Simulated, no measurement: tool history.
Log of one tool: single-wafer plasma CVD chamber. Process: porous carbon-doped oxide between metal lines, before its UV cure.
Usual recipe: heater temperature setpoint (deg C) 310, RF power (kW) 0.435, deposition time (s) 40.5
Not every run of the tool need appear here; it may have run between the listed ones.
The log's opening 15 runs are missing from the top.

run    hour  heater temperature setpoint (deg C)  RF power (kW)  deposition time (s)  wafers since the last listed run  hours since the last thermocouple change  hours since the last RF generator calibration  hours since the showerhead was replaced  hours since the gauge calibration  read-back reference wafer on the same gauge, thickness_nm  mean film thickness on the monitor wafer (angstrom)
 16   820.8                                  322          0.505                 37.7                               578                                    1009.6                                          350.2                                   6940.2                              337.2                                                    188.840                                              1722.56
 17   875.8                                  299          0.435                 40.5                               862                                    1064.6                                          405.2                                   6995.2                              392.2                                                    189.222                                              1840.37
 18   935.9                                  301          0.435                 48.0                               942                                    1124.7                                          465.3                                   7055.3                              452.3                                                    189.046                                              2134.83
 19   972.8                                  310          0.435                 40.5                               578                                    1161.6                                          502.2                                   7092.2                              489.2                                                    188.909                                              1693.94
 20  1002.8                                  310          0.480                 38.1                               470                                    1191.6                                          532.2                                   7122.2                              519.2                                                    188.721                                              1760.73
 21  1044.4                                  310          0.405                 40.5                               652                                    1233.2                                          573.8                                   7163.8                              560.8                                                    189.123                                              1574.72
 22  1104.9                                  321          0.395                 36.6                               948                                    1293.7                                          634.3                                   7224.3                              621.3                                                    189.068                                              1318.58
 23  1138.5                                  321          0.360                 40.5                               526                                    1327.3                                          667.9                                   7257.9                              654.9                                                    188.838                                              1310.00
 24  1205.4                                  323          0.385                 34.7                              1048                                    1394.2                                          734.8                                   7324.8                              721.8                                                    189.068                                              1197.40
     1223.0  -- thermocouple changed; heater temperature recalibrated
 25  1268.8                                  297          0.435                 48.2                               868                                      45.8                                          798.2                                   7388.2                              785.2                                                    189.042                                              2219.93
 26  1309.2                                  315          0.435                 40.5                               633                                      86.2                                          838.6                                   7428.6                              825.6                                                    188.975                                              1671.53
 27  1352.9                                  319          0.410                 34.8                               685                                     129.9                                          882.3                                   7472.3                              869.3                                                    188.946                                              1330.80
 28  1412.0                                  304          0.435                 32.5                               926                                     189.0                                          941.4                                   7531.4                              928.4                                                    189.164                                              1445.38
     1444.7  -- showerhead replaced
 29  1549.5                                  305          0.435                 46.2                              2030                                     326.5                                         1078.9                                    104.8                             1065.9                                                    188.891                                              2002.14
 30  1703.1                                  310          0.435                 40.5                              2408                                     480.1                                         1232.5                                    258.4                             1219.5                                                    188.808                                              1690.93
 31  1765.5                                  302          0.500                 37.0                               978                                     542.5                                         1294.9                                    320.8                             1281.9                                                    188.819                                              1841.54
 32  1801.7                                  300          0.435                 48.1                               567                                     578.7                                         1331.1                                    357.0                             1318.1                                                    189.192                                              2122.55
 33  1832.8                                  310          0.485                 46.5                               487                                     609.8                                         1362.2                                    388.1                             1349.2                                                    189.017                                              2142.04
 34  1887.7                                  305          0.435                 40.5                               860                                     664.7                                         1417.1                                    443.0                             1404.1                                                    188.852                                              1741.73
 35  1955.8                                  320          0.405                 42.9                              1067                                     732.8                                         1485.2                                    511.1                             1472.2                                                    188.942                                              1552.16

Predict each of these 3 candidate next runs independently; none follows another, all start after run 35:
  A  1956.2                                  310          0.435                 45.6                                 6                                     733.2                                         1485.6                                    511.5                             1472.6                                                          ?                                                    ?
  B  1956.2                                  319          0.495                 40.5                                 6                                     733.2                                         1485.6                                    511.5                             1472.6                                                          ?                                                    ?
  C  1956.2                                  320          0.510                 35.0                                 6                                     733.2                                         1485.6                                    511.5                             1472.6                                                          ?                                                    ?

run  read-back reference wafer on the same gauge, thickness_nm  mean film thickness on the monitor wafer (angstrom)
  A                                                    189.386                                              1873.91
  B                                                    189.386                                              1781.88
  C                                                    189.386                                              1575.02
Without the tool's hidden state the same runs would have given:
run  mean film thickness on the monitor wafer (angstrom)
  A                                              1994.49
  B                                              1883.07
  C                                              1663.73
